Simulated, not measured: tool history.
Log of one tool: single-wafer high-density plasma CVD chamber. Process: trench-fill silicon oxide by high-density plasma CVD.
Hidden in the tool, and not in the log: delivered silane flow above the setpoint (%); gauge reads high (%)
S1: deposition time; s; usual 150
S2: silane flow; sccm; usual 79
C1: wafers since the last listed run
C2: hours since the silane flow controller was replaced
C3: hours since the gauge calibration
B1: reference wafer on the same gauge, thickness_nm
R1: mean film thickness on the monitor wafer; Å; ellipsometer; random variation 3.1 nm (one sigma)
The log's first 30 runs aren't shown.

Run 31, hour 728.8: usual settings but S1 173 s, S2 65 sccm; C1 100; C2 1827.8; C3 128.8; B1 969.966. Result: R1 11554.89 Å.
Run 32, hour 747.2: usual settings but S1 127 s, S2 73 sccm; C1 115; C2 1846.2; C3 147.2; B1 969.299. Result: R1 9113.80 Å.
Run 33, hour 773.8: usual settings but S1 127 s, S2 86 sccm; C1 166; C2 1872.8; C3 173.8; B1 970.259. Result: R1 10159.38 Å.
Run 34, hour 792.3: usual settings but S1 180 s, S2 69 sccm; C1 116; C2 1891.3; C3 192.3; B1 971.233. Result: R1 12376.17 Å.
At hour 816.4: silane flow controller replaced.
Run 35, hour 825.0: usual settings but S1 123 s, S2 92 sccm; C1 155; C2 8.6; C3 225.0; B1 969.962. Result: R1 9854.11 Å.
Run 36, hour 837.5: usual settings but S1 180 s, S2 69 sccm; C1 78; C2 21.1; C3 237.5; B1 968.808. Result: R1 11952.25 Å.
Run 37, hour 872.8: usual settings but S1 164 s, S2 74 sccm; C1 221; C2 56.4; C3 272.8; B1 969.489. Result: R1 11403.00 Å.
Run 38, hour 903.6: usual settings but S1 164 s, S2 87 sccm; C1 193; C2 87.2; C3 303.6; B1 969.912. Result: R1 12619.04 Å.
Run 39, hour 932.1: usual settings but S2 91 sccm; C1 178; C2 115.7; C3 332.1; B1 970.466. Result: R1 11962.20 Å.
Run 40, hour 961.6: usual settings but S1 163 s, S2 94 sccm; C1 185; C2 145.2; C3 361.6; B1 970.101. Result: R1 13354.98 Å.
Run 41, hour 995.9: usual settings but S2 75 sccm; C1 215; C2 179.5; C3 395.9; B1 971.149. Result: R1 10616.38 Å.
Run 42, hour 1022.2: usual settings; C1 165; C2 205.8; C3 422.2; B1 969.481. Result: R1 11009.98 Å.
Run 43, hour 1058.1: usual settings but S1 167 s; C1 225; C2 241.7; C3 458.1; B1 969.809. Result: R1 12249.63 Å.
Run 44, hour 1081.9: usual settings but S1 173 s, S2 74 sccm; C1 149; C2 265.5; C3 481.9; B1 969.649. Result: R1 12110.70 Å.
Run 45, hour 1095.1: usual settings; C1 82; C2 278.7; C3 495.1; B1 969.009. Result: R1 11037.12 Å.
Run 46, hour 1120.9: usual settings but S2 63 sccm; C1 161; C2 304.5; C3 520.9; B1 970.361. Result: R1 9535.73 Å.

Forecast each of these 4 alternatives for the next run:
Run A, hour 1121.3: usual settings; C1 2; C2 304.9; C3 521.3; B1 ?. Result: R1 ?.
Run B, hour 1121.3: usual settings but S1 170 s, S2 87 sccm; C1 2; C2 304.9; C3 521.3; B1 ?. Result: R1 ?.
Run C, hour 1121.3: usual settings but S2 73 sccm; C1 2; C2 304.9; C3 521.3; B1 ?. Result: R1 ?.
Run D, hour 1121.3: usual settings but S1 131 s; C1 2; C2 304.9; C3 521.3; B1 ?. Result: R1 ?.

run       B1        R1
  A  970.051  10990.43
  B  970.051  13276.03
  C  970.051  10447.64
  D  970.051   9598.31
Without the tool's hidden state the same runs would have given:
run        R1
  A  10813.65
  B  13062.49
  C  10279.59
  D   9443.92
